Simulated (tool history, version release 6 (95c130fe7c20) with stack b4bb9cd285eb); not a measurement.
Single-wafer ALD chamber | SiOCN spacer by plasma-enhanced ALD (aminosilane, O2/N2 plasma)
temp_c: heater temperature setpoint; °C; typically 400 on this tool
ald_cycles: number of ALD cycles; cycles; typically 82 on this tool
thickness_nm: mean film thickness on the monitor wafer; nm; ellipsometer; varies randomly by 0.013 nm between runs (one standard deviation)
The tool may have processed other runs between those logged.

run	hour	temp_c	ald_cycles	wafers since the last listed run	hours since the last thermocouple change	hours since the gauge calibration	read-back reference wafer on the same gauge, thickness_nm	thickness_nm
1	0	400	94	0	971.6	220	5.737	5.916
2	21.6	400	94	88	993.2	241.6	5.731	5.903
3	35	400	94	54	1006.6	255	5.74	5.893
4	127.3	400	82	376	1098.9	347.3	5.758	5.16
5	160.3	393	88	134	1131.9	380.3	5.767	5.54
6	196.3	393	88	147	1167.9	416.3	5.774	5.548
7	209.3	393	88	53	1180.9	429.3	5.782	5.572
8	235.3	400	82	106	1206.9	455.3	5.78	5.163
9	254.6	400	90	78	1226.2	474.6	5.791	5.711
10	290	405	82	144	1261.6	510	5.796	5.126
11	317.5	393	88	112	1289.1	537.5	5.81	5.57
12	332.2	389	66	60	1303.8	552.2	5.817	4.185
# hour 342.6: thermocouple changed; heater temperature recalibrated
13	359.6	388	71	79	17	579.6	5.827	4.519
# hour 380.9: gauge calibrated
14	385.1	390	91	104	42.5	4.2	5.706	5.679
15	414.1	400	76	118	71.5	33.2	5.703	4.723
16	440.6	408	82	108	98	59.7	5.709	5.009
17	470.6	400	82	122	128	89.7	5.711	5.099
18	483.7	400	82	53	141.1	102.8	5.706	5.125
19	502.4	400	82	76	159.8	121.5	5.706	5.135
20	516.5	408	66	57	173.9	135.6	5.715	4.029

Here are 3 independent what-if runs from the current tool condition. What would each one return?
A	517.1	400	82	2	174.5	136.2	?	?
B	517.1	395	73	2	174.5	136.2	?	?
C	517.1	412	77	2	174.5	136.2	?	?

run	read-back reference wafer on the same gauge, thickness_nm	thickness_nm
A	5.71	5.104
B	5.71	4.544
C	5.71	4.641
Had the tool no hidden state, the same runs would have come out as:
run	thickness_nm
A	5.095
B	4.535
C	4.632
